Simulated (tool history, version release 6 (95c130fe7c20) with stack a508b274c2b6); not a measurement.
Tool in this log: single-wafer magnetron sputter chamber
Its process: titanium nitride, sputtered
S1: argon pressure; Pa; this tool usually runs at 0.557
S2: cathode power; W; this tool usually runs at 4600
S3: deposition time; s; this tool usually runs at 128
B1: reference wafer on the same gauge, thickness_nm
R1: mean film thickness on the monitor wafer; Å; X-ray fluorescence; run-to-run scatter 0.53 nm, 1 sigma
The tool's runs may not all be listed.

| run | hour | S1 | S2 | S3 | B1 | R1 |
|---|---|---|---|---|---|---|
| 1 | 0.0 | 0.557 | 4600 | 128 | 111.092 | 970.53 |
| 2 | 33.5 | 0.557 | 4600 | 128 | 111.054 | 953.45 |
| 3 | 49.9 | 0.557 | 4600 | 128 | 111.314 | 965.13 |
| 4 | 77.2 | 0.557 | 4600 | 128 | 110.976 | 951.79 |
| 5 | 89.9 | 0.557 | 4600 | 140 | 110.957 | 1044.76 |
| 6 | 117.3 | 0.557 | 4600 | 128 | 110.966 | 939.10 |
|  | 134.7 | capacitance manometer re-zeroed and calibrated |
| 7 | 147.4 | 0.557 | 4600 | 128 | 110.895 | 928.64 |
| 8 | 167.5 | 0.557 | 4600 | 128 | 111.027 | 933.20 |
|  | 178.0 | gauge calibrated |
| 9 | 195.0 | 0.557 | 5050 | 136 | 110.984 | 1070.92 |
| 10 | 208.4 | 0.768 | 4600 | 152 | 111.074 | 985.56 |
|  | 235.5 | sputter target and shields replaced |
| 11 | 236.0 | 0.759 | 3750 | 149 | 111.109 | 879.15 |
|  | 250.4 | magnet pack replaced |
| 12 | 254.3 | 0.557 | 4600 | 128 | 110.813 | 1026.60 |
| 13 | 289.0 | 0.557 | 4600 | 128 | 110.874 | 1014.85 |

What does the tool deliver on the next run?
| 14 | 302.0 | 0.557 | 5450 | 128 | ? | ? |

B1: 111.035
R1: 1218.02 Å
Take away the tool's hidden state, keep the run-to-run variation as it was, and the same run would have given R1 1246.22 Å.

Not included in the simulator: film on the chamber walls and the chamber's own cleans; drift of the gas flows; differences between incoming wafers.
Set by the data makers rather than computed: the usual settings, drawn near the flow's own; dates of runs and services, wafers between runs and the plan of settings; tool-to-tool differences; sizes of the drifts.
